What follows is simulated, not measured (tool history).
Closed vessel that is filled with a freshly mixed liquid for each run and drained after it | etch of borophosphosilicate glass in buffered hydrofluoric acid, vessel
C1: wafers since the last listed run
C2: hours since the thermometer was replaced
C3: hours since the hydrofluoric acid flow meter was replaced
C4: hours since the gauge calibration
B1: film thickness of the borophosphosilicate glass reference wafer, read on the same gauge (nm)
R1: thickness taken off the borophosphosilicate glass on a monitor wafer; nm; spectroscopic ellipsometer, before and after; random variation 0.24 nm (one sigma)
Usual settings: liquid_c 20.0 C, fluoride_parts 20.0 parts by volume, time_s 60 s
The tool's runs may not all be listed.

{"run": 1, "day": 0.0, "liquid_c": 20.0, "fluoride_parts": 20.0, "time_s": 60, "C1": 0, "C2": 883.8, "C3": 100.3, "C4": 418.2, "B1": 69.98, "R1": 53.16}
{"day": 0.679, "done": "thermometer replaced"}
{"run": 2, "day": 2.229, "liquid_c": 20.0, "fluoride_parts": 20.0, "time_s": 60, "C1": 5684, "C2": 37.2, "C3": 153.8, "C4": 471.7, "B1": 69.98, "R1": 53.32}
{"run": 3, "day": 6.704, "liquid_c": 20.0, "fluoride_parts": 20.0, "time_s": 60, "C1": 11628, "C2": 144.6, "C3": 261.2, "C4": 579.1, "B1": 69.99, "R1": 53.63}
{"run": 4, "day": 10.946, "liquid_c": 20.0, "fluoride_parts": 20.0, "time_s": 60, "C1": 11022, "C2": 246.4, "C3": 363.0, "C4": 680.9, "B1": 70.0, "R1": 53.47}
{"run": 5, "day": 15.329, "liquid_c": 20.0, "fluoride_parts": 20.0, "time_s": 60, "C1": 11390, "C2": 351.6, "C3": 468.2, "C4": 786.1, "B1": 70.02, "R1": 52.42}
{"run": 6, "day": 17.246, "liquid_c": 20.0, "fluoride_parts": 20.0, "time_s": 60, "C1": 4980, "C2": 397.6, "C3": 514.2, "C4": 832.1, "B1": 69.98, "R1": 52.69}
{"run": 7, "day": 19.117, "liquid_c": 20.0, "fluoride_parts": 20.0, "time_s": 60, "C1": 4861, "C2": 442.5, "C3": 559.1, "C4": 877.0, "B1": 69.99, "R1": 52.43}
{"run": 8, "day": 21.638, "liquid_c": 20.0, "fluoride_parts": 20.0, "time_s": 60, "C1": 6550, "C2": 503.0, "C3": 619.6, "C4": 937.5, "B1": 70.05, "R1": 52.85}
{"run": 9, "day": 25.358, "liquid_c": 20.0, "fluoride_parts": 13.5, "time_s": 60, "C1": 9669, "C2": 592.3, "C3": 708.9, "C4": 1026.8, "B1": 69.99, "R1": 77.09}
{"run": 10, "day": 27.921, "liquid_c": 20.0, "fluoride_parts": 13.5, "time_s": 60, "C1": 6658, "C2": 653.8, "C3": 770.4, "C4": 1088.3, "B1": 70.01, "R1": 76.47}
{"run": 11, "day": 30.246, "liquid_c": 20.0, "fluoride_parts": 20.0, "time_s": 60, "C1": 6041, "C2": 709.6, "C3": 826.2, "C4": 1144.1, "B1": 70.0, "R1": 52.14}
{"day": 33.654, "done": "thermometer replaced"}
{"run": 12, "day": 41.583, "liquid_c": 20.0, "fluoride_parts": 20.0, "time_s": 70, "C1": 29353, "C2": 190.3, "C3": 1098.3, "C4": 1416.2, "B1": 69.99, "R1": 60.65}
{"run": 13, "day": 43.742, "liquid_c": 20.0, "fluoride_parts": 12.0, "time_s": 60, "C1": 5608, "C2": 242.1, "C3": 1150.1, "C4": 1468.0, "B1": 69.99, "R1": 84.11}
{"day": 45.438, "done": "gauge calibrated"}
{"run": 14, "day": 46.267, "liquid_c": 20.0, "fluoride_parts": 20.0, "time_s": 60, "C1": 6561, "C2": 302.7, "C3": 1210.7, "C4": 19.9, "B1": 69.98, "R1": 51.48}
{"day": 49.446, "done": "hydrofluoric acid flow meter replaced"}
{"run": 15, "day": 50.642, "liquid_c": 22.0, "fluoride_parts": 18.0, "time_s": 85, "C1": 11260, "C2": 407.7, "C3": 28.7, "C4": 124.9, "B1": 69.97, "R1": 93.86}
{"run": 16, "day": 54.104, "liquid_c": 17.0, "fluoride_parts": 25.0, "time_s": 30, "C1": 8997, "C2": 490.8, "C3": 111.8, "C4": 208.0, "B1": 70.01, "R1": 19.18}
{"run": 17, "day": 57.479, "liquid_c": 21.5, "fluoride_parts": 27.0, "time_s": 50, "C1": 8770, "C2": 571.8, "C3": 192.8, "C4": 289.0, "B1": 69.99, "R1": 39.15}
{"run": 18, "day": 59.533, "liquid_c": 20.0, "fluoride_parts": 16.0, "time_s": 40, "C1": 5337, "C2": 621.1, "C3": 242.1, "C4": 338.3, "B1": 70.04, "R1": 43.68}
{"run": 19, "day": 64.012, "liquid_c": 25.0, "fluoride_parts": 20.0, "time_s": 35, "C1": 11639, "C2": 728.6, "C3": 349.6, "C4": 445.8, "B1": 70.01, "R1": 40.52}
{"run": 20, "day": 65.996, "liquid_c": 21.5, "fluoride_parts": 27.0, "time_s": 60, "C1": 5153, "C2": 776.2, "C3": 397.2, "C4": 493.4, "B1": 69.98, "R1": 46.77}
{"run": 21, "day": 69.846, "liquid_c": 25.0, "fluoride_parts": 20.0, "time_s": 75, "C1": 10004, "C2": 868.6, "C3": 489.6, "C4": 585.8, "B1": 70.01, "R1": 86.76}
{"day": 72.929, "done": "thermometer replaced"}
{"run": 22, "day": 73.958, "liquid_c": 20.0, "fluoride_parts": 20.0, "time_s": 60, "C1": 10578, "C2": 24.7, "C3": 588.3, "C4": 684.5, "B1": 69.95, "R1": 52.24}

Measured less the same run without the tool's hidden state. The same run-to-run variation is in both; the gauge's scatter may not be:
The hidden state here: liquid hotter than its thermometer reads (K); hydrofluoric acid flow below the setpoint (%); gauge reads high (%).
run=1 R1=-0.20
run=2 R1=-0.30
run=3 R1=-0.49
run=4 R1=-0.66
run=5 R1=-0.82
run=6 R1=-0.91
run=7 R1=-0.98
run=8 R1=-1.09
run=9 R1=-2.61
run=10 R1=-2.81
run=11 R1=-1.44
run=12 R1=-2.23
run=13 R1=-4.64
run=14 R1=-2.08
run=15 R1=-0.70
run=16 R1=-0.15
run=17 R1=-0.41
run=18 R1=-0.75
run=19 R1=-0.62
run=20 R1=-0.80
run=21 R1=-1.74
run=22 R1=-1.22
